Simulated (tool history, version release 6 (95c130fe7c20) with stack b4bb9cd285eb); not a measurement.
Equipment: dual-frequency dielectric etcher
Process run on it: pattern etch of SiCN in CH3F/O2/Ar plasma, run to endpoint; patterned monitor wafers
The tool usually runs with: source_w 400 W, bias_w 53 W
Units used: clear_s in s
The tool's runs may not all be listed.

run    hour  source_w  bias_w  wafers since the last listed run  hours since the last wet clean  hours since the last source power generator calibration  hours since the last bias power generator calibration  hours since the last upper electrode change  incoming incoming film thickness, nm  clear_s
  1     0.0       400      53                                 0                           420.5                                                   2019.7                                                 4063.9                                       2857.8                                 11.05     30.9
  2    71.8       400      53                               619                           492.3                                                   2091.5                                                 4135.7                                       2929.6                                 10.97     30.7
  3   113.4       400      53                               359                           533.9                                                   2133.1                                                 4177.3                                       2971.2                                 11.11     31.2
      175.0  -- wet clean of the chamber
  4   175.5       400      53                               328                             0.5                                                   2195.2                                                 4239.4                                       3033.3                                 11.14     30.3
  5   218.7       400      53                               372                            43.7                                                   2238.4                                                 4282.6                                       3076.5                                 11.03     30.1
  6   274.8       340      48                               484                            99.8                                                   2294.5                                                 4338.7                                       3132.6                                 11.05     32.2
  7   303.2       340      48                               245                           128.2                                                   2322.9                                                 4367.1                                       3161.0                                 11.07     32.5
  8   355.1       450      53                               447                           180.1                                                   2374.8                                                 4419.0                                       3212.9                                 11.07     29.5
  9   410.7       450      53                               479                           235.7                                                   2430.4                                                 4474.6                                       3268.5                                 10.98     29.3
 10   440.9       480      56                               260                           265.9                                                   2460.6                                                 4504.8                                       3298.7                                 11.12     28.9
 11   506.5       480      56                               566                           331.5                                                   2526.2                                                 4570.4                                       3364.3                                 11.18     29.1
 12   542.0       400      53                               306                           367.0                                                   2561.7                                                 4605.9                                       3399.8                                 11.05     30.7
 13   574.2       400      53                               277                           399.2                                                   2593.9                                                 4638.1                                       3432.0                                 11.03     30.5
 14   614.2       400      53                               345                           439.2                                                   2633.9                                                 4678.1                                       3472.0                                 11.18     31.4
 15   655.6       400      53                               357                           480.6                                                   2675.3                                                 4719.5                                       3513.4                                 11.11     31.3
      680.5  -- wet clean of the chamber
 16   727.3       450      66                               411                            46.8                                                   2747.0                                                 4791.2                                       3585.1                                 11.08     27.6
      770.1  -- bias power generator calibrated
 17   777.3       360      53                               397                            96.8                                                   2797.0                                                    7.2                                       3635.1                                 11.09     31.4
      831.4  -- upper electrode replaced
 18   831.9       320      59                               264                           151.4                                                   2851.6                                                   61.8                                          0.5                                 11.07     31.3
 19   875.6       480      64                               377                           195.1                                                   2895.3                                                  105.5                                         44.2                                 11.14     28.0
 20   926.3       400      58                               437                           245.8                                                   2946.0                                                  156.2                                         94.9                                 11.13     30.0
 21   964.7       480      49                               331                           284.2                                                   2984.4                                                  194.6                                        133.3                                 11.00     29.6
 22  1035.7       330      60                               612                           355.2                                                   3055.4                                                  265.6                                        204.3                                 11.06     31.5
 23  1067.9       400      53                               277                           387.4                                                   3087.6                                                  297.8                                        236.5                                 11.16     31.2
 24  1093.2       400      53                               218                           412.7                                                   3112.9                                                  323.1                                        261.8                                 11.11     30.9
 25  1148.5       370      62                               477                           468.0                                                   3168.2                                                  378.4                                        317.1                                 11.06     30.3
     1234.3  -- wet clean of the chamber
 26  1314.0       470      53                              1221                            79.7                                                   3333.7                                                  543.9                                        482.6                                 10.99     28.7
     1388.2  -- source power generator calibrated
 27  1522.1       310      50                              1761                           287.8                                                    133.9                                                  752.0                                        690.7                                 11.09     33.3
 28  1562.2       480      48                               346                           327.9                                                    174.0                                                  792.1                                        730.8                                 11.07     29.8
 29  1598.6       400      53                               314                           364.3                                                    210.4                                                  828.5                                        767.2                                 11.05     30.7
 30  1670.3       320      53                               618                           436.0                                                    282.1                                                  900.2                                        838.9                                 10.98     32.7
 31  1720.4       330      49                               432                           486.1                                                    332.2                                                  950.3                                        889.0                                 11.14     33.6
     1806.9  -- wet clean of the chamber
 32  1875.2       490      62                              1129                            68.3                                                    487.0                                                 1105.1                                       1043.8                                 11.02     27.2
 33  1943.7       480      53                               591                           136.8                                                    555.5                                                 1173.6                                       1112.3                                 11.09     28.9
 34  2012.8       490      65                               596                           205.9                                                    624.6                                                 1242.7                                       1181.4                                 11.07     27.4

Same runs, no hidden state in the tool, same run-to-run variation:
Hidden state at play: etch rate over this chamber's usual, %; source power that arrives over what is set, %; bias power that arrives over what is set, %.
run  clear_s
  1     30.2
  2     29.9
  3     30.3
  4     30.3
  5     30.1
  6     32.0
  7     32.3
  8     29.2
  9     28.9
 10     28.5
 11     28.6
 12     30.1
 13     29.8
 14     30.6
 15     30.4
 16     27.5
 17     31.2
 18     31.1
 19     27.7
 20     29.6
 21     29.2
 22     30.9
 23     30.5
 24     30.2
 25     29.5
 26     28.6
 27     32.7
 28     29.2
 29     30.0
 30     31.9
 31     32.7
 32     27.2
 33     28.7
 34     27.1
